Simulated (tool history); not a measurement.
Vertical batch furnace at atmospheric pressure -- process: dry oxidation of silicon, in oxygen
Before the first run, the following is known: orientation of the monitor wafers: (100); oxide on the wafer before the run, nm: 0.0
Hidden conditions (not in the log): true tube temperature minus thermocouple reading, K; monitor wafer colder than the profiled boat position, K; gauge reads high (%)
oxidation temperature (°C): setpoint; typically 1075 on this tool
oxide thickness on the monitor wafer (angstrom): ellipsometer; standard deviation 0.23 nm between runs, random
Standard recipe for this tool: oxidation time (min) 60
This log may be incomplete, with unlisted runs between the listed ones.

run	hour	oxidation temperature (°C)	oxidation time (min)	wafers since the last listed run	hours since the last temperature calibration	hours since the boat lift was adjusted	hours since the gauge calibration	read-back reference wafer on the same gauge, thickness	oxide thickness on the monitor wafer (angstrom)
1	0	1075	60	0	2701.1	2797	161.1	75.39	851
2	48.4	1057	60	945	2749.5	2845.4	209.5	75.37	743
3	83.8	1057	60	691	2784.9	2880.8	244.9	75.36	741.5
4	124.4	1057	60	793	2825.5	2921.4	285.5	75.42	745.7
5	184.1	1075	60	1166	2885.2	2981.1	345.2	75.41	854.5
6	253.8	1075	60	1361	2954.9	3050.8	414.9	75.42	851.5
7	288.3	1075	45	673	2989.4	3085.3	449.4	75.37	713.7
8	317.3	1075	45	566	3018.4	3114.3	478.4	75.36	713.6
9	343.7	1075	60	515	3044.8	3140.7	504.8	75.38	851.9
10	369.4	1075	60	501	3070.5	3166.4	530.5	75.44	853.8
# hour 397.2: thermocouples replaced and temperature profile calibrated
11	424.5	1075	60	607	27.3	3221.5	585.6	75.48	866.2
# hour 501.4: boat lift adjusted
12	501.9	1075	60	1043	104.7	0.5	663	75.31	874
13	542.4	1075	60	791	145.2	41	703.5	75.48	873.2
# hour 603.9: thermocouples replaced and temperature profile calibrated, repeated, since the last time left the tool worse
14	604.4	1057	60	742	0.5	103	765.5	75.41	722.7
15	655.6	1084	80	1000	51.7	154.2	816.7	75.39	1069.9
# hour 702.3: gauge calibrated
16	712.7	1075	60	1115	108.8	211.3	10.4	75.46	836.1
17	745.1	1067	60	632	141.2	243.7	42.8	75.39	784.7
18	777	1066	60	623	173.1	275.6	74.7	75.39	779.5
19	816	1075	60	761	212.1	314.6	113.7	75.51	833.7
20	875.7	1092	31.5	1166	271.8	374.3	173.4	75.45	637.8
21	913.9	1060	78	746	310	412.5	211.6	75.45	878.3
22	980.6	1099	72.5	1302	376.7	479.2	278.3	75.41	1121.8
23	1025.1	1081	60	869	421.2	523.7	322.8	75.33	878.2
24	1076.5	1051	74	1003	472.6	575.1	374.2	75.41	790.9
25	1118.9	1069	32.5	828	515	617.5	416.6	75.39	547.1
26	1183.2	1094	79.5	1255	579.3	681.8	480.9	75.45	1153

Alternative continuations, all from the tool just after run 26; predict every row:
A	1187.6	1075	60	85	583.7	686.2	485.3	?	?
B	1187.6	1083	45.5	85	583.7	686.2	485.3	?	?
C	1187.6	1066	74.5	85	583.7	686.2	485.3	?	?

run	read-back reference wafer on the same gauge, thickness	oxide thickness on the monitor wafer (angstrom)
A	75.37	842.9
B	75.37	753.6
C	75.37	902.6
Stripped of hidden state, with their random variation kept, the same runs would have yielded:
run	oxide thickness on the monitor wafer (angstrom)
A	833.5
B	745.2
C	892.4
